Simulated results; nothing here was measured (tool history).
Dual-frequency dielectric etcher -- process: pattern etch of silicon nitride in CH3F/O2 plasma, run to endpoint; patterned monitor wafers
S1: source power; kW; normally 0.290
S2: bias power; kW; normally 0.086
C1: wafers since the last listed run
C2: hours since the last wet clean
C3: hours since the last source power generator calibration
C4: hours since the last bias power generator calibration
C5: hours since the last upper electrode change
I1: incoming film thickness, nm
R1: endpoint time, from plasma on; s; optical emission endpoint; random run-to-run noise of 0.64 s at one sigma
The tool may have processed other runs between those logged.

| run | day | S1 | S2 | C1 | C2 | C3 | C4 | C5 | I1 | R1 |
|---|---|---|---|---|---|---|---|---|---|---|
| 1 | 0.000 | 0.290 | 0.086 | 0 | 251.4 | 1334.3 | 650.3 | 4474.1 | 112.2 | 130.9 |
| 2 | 4.112 | 0.290 | 0.086 | 459 | 350.1 | 1433.0 | 749.0 | 4572.8 | 113.0 | 134.0 |
|  | 8.504 | wet clean of the chamber |
| 3 | 14.433 | 0.290 | 0.086 | 1041 | 142.3 | 1680.7 | 996.7 | 4820.5 | 111.4 | 129.5 |
| 4 | 17.821 | 0.290 | 0.086 | 378 | 223.6 | 1762.0 | 1078.0 | 4901.8 | 112.3 | 132.8 |
| 5 | 27.317 | 0.290 | 0.086 | 1060 | 451.5 | 1989.9 | 1305.9 | 5129.7 | 112.3 | 135.3 |
| 6 | 29.992 | 0.290 | 0.086 | 298 | 515.7 | 2054.1 | 1370.1 | 5193.9 | 111.1 | 133.8 |
|  | 33.829 | wet clean of the chamber |
| 7 | 33.850 | 0.290 | 0.086 | 319 | 0.5 | 2146.7 | 1462.7 | 5286.5 | 112.8 | 129.8 |
| 8 | 36.033 | 0.290 | 0.086 | 243 | 52.9 | 2199.1 | 1515.1 | 5338.9 | 112.1 | 129.5 |
|  | 36.346 | bias power generator calibrated |
| 9 | 39.375 | 0.290 | 0.086 | 354 | 133.1 | 2279.3 | 72.7 | 5419.1 | 111.7 | 129.9 |
| 10 | 43.371 | 0.290 | 0.086 | 446 | 229.0 | 2375.2 | 168.6 | 5515.0 | 112.2 | 131.5 |
| 11 | 47.792 | 0.290 | 0.086 | 493 | 335.1 | 2481.3 | 274.7 | 5621.1 | 112.3 | 133.2 |
|  | 48.808 | upper electrode replaced |
| 12 | 50.754 | 0.290 | 0.086 | 219 | 406.2 | 2552.4 | 345.8 | 46.7 | 112.7 | 135.5 |
| 13 | 54.325 | 0.290 | 0.086 | 398 | 491.9 | 2638.1 | 431.5 | 132.4 | 112.4 | 135.6 |
|  | 55.142 | source power generator calibrated |
|  | 57.250 | wet clean of the chamber |
| 14 | 57.271 | 0.290 | 0.086 | 198 | 0.5 | 51.1 | 502.2 | 203.1 | 112.6 | 133.1 |
| 15 | 58.962 | 0.290 | 0.086 | 188 | 41.1 | 91.7 | 542.8 | 243.7 | 111.6 | 131.0 |
| 16 | 61.162 | 0.240 | 0.075 | 245 | 93.9 | 144.5 | 595.6 | 296.5 | 113.5 | 162.8 |
| 17 | 65.383 | 0.320 | 0.065 | 471 | 195.2 | 245.8 | 696.9 | 397.8 | 111.6 | 143.4 |
| 18 | 68.738 | 0.290 | 0.068 | 374 | 275.7 | 326.3 | 777.4 | 478.3 | 112.8 | 151.9 |
| 19 | 72.712 | 0.270 | 0.086 | 443 | 371.1 | 421.7 | 872.8 | 573.7 | 111.7 | 141.3 |
| 20 | 74.908 | 0.240 | 0.086 | 245 | 423.8 | 474.4 | 925.5 | 626.4 | 113.2 | 153.9 |
|  | 77.908 | wet clean of the chamber |
| 21 | 78.217 | 0.240 | 0.068 | 257 | 7.4 | 553.8 | 1004.9 | 705.8 | 110.7 | 161.5 |
| 22 | 82.050 | 0.250 | 0.107 | 428 | 99.4 | 645.8 | 1096.9 | 797.8 | 113.2 | 129.1 |
| 23 | 84.050 | 0.290 | 0.086 | 223 | 147.4 | 693.8 | 1144.9 | 845.8 | 114.1 | 135.6 |
| 24 | 87.292 | 0.220 | 0.097 | 362 | 225.2 | 771.6 | 1222.7 | 923.6 | 111.2 | 147.8 |
| 25 | 89.475 | 0.290 | 0.086 | 243 | 277.6 | 824.0 | 1275.1 | 976.0 | 112.4 | 132.2 |
| 26 | 93.158 | 0.290 | 0.086 | 411 | 366.0 | 912.4 | 1363.5 | 1064.4 | 111.5 | 132.6 |
| 27 | 97.017 | 0.240 | 0.070 | 430 | 458.6 | 1005.0 | 1456.1 | 1157.0 | 111.9 | 168.6 |
|  | 98.412 | wet clean of the chamber |
| 28 | 100.642 | 0.320 | 0.093 | 293 | 53.5 | 1092.0 | 1543.1 | 1244.0 | 112.3 | 117.1 |
| 29 | 104.583 | 0.290 | 0.086 | 440 | 148.1 | 1186.6 | 1637.7 | 1338.6 | 111.7 | 127.7 |
| 30 | 106.667 | 0.260 | 0.086 | 232 | 198.1 | 1236.6 | 1687.7 | 1388.6 | 113.0 | 139.3 |
|  | 108.746 | bias power generator calibrated |
| 31 | 110.896 | 0.290 | 0.086 | 453 | 299.6 | 1338.1 | 51.6 | 1490.1 | 112.3 | 131.8 |

Entry by entry between the runs, the difference in hidden state between the last listed run before and the first listed run after:
Run 2 -> run 3: wet clean of the chamber (day 8.504)
  etch rate over this chamber's usual, %: -3.56 -> -1.78; source power that arrives over what is set, %: 3.84 -> 4.12
  measured result minus the result with no hidden state, R1: +1.9 -> -0.8 s
Run 6 -> run 7: wet clean of the chamber (day 33.829)
  etch rate over this chamber's usual, %: -5.49 -> -0.652; source power that arrives over what is set, %: 4.44 -> 4.5
  measured result minus the result with no hidden state, R1: +4.1 -> -2.5 s
Run 8 -> run 9: bias power generator calibrated (day 36.346)
  etch rate over this chamber's usual, %: -1.17 -> -1.97; source power that arrives over what is set, %: 4.53 -> 4.58
  measured result minus the result with no hidden state, R1: -1.8 -> -0.8 s
Run 11 -> run 12: upper electrode replaced (day 48.808)
  etch rate over this chamber's usual, %: -3.98 -> -4.69; source power that arrives over what is set, %: 4.68 -> 4.71
  measured result minus the result with no hidden state, R1: +1.8 -> +2.9 s
Run 13 -> run 14: source power generator calibrated (day 55.142); wet clean of the chamber (day 57.250)
  etch rate over this chamber's usual, %: -5.54 -> -0.538; source power that arrives over what is set, %: 4.75 -> 0.0916
  measured result minus the result with no hidden state, R1: +4.0 -> +0.7 s
Run 20 -> run 21: wet clean of the chamber (day 77.908)
  etch rate over this chamber's usual, %: -4.75 -> -0.19; source power that arrives over what is set, %: 1.78 -> 2.02
  measured result minus the result with no hidden state, R1: +5.8 -> -1.7 s
Run 27 -> run 28: wet clean of the chamber (day 98.412)
  etch rate over this chamber's usual, %: -4.68 -> 0.739; source power that arrives over what is set, %: 3.11 -> 3.27
  measured result minus the result with no hidden state, R1: +4.9 -> -3.1 s
Run 30 -> run 31: bias power generator calibrated (day 108.746)
  etch rate over this chamber's usual, %: -0.701 -> -1.71; source power that arrives over what is set, %: 3.51 -> 3.66
  measured result minus the result with no hidden state, R1: -1.8 -> -0.6 s
